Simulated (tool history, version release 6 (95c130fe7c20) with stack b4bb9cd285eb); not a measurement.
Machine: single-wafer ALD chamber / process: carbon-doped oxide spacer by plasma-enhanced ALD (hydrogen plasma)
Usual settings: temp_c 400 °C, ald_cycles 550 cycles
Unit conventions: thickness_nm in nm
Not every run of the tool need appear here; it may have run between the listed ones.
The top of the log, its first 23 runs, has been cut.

run   hour  temp_c  ald_cycles  read-back reference wafer on the same gauge, thickness_nm  thickness_nm
 24  289.9     412         465                                                     32.562        23.080
 25  300.1     400         550                                                     32.588        28.346
 26  313.6     414         614                                                     32.620        30.291
 27  353.1     386         550                                                     32.576        28.343
 28  370.2     405         550                                                     32.597        27.870
 29  377.9     391         473                                                     32.568        24.308
 30  394.8     404         477                                                     32.541        24.244
 31  410.0     400         550                                                     32.596        28.255
 32  416.9     387         550                                                     32.494        28.179
 33  427.1     410         550                                                     32.560        27.530
 34  467.9     415         658                                                     32.530        32.343

3 ways to go on from here, each from the tool as it stands after run 34. What would each give?
  A  469.1     400         550                                                          ?             ?
  B  469.1     400         464                                                          ?             ?
  C  469.1     407         624                                                          ?             ?

run  read-back reference wafer on the same gauge, thickness_nm  thickness_nm
  A                                                     32.525        28.361
  B                                                     32.525        23.926
  C                                                     32.525        31.532
Had the tool no hidden state, the same runs would have come out as:
run  thickness_nm
  A        28.449
  B        24.000
  C        31.630

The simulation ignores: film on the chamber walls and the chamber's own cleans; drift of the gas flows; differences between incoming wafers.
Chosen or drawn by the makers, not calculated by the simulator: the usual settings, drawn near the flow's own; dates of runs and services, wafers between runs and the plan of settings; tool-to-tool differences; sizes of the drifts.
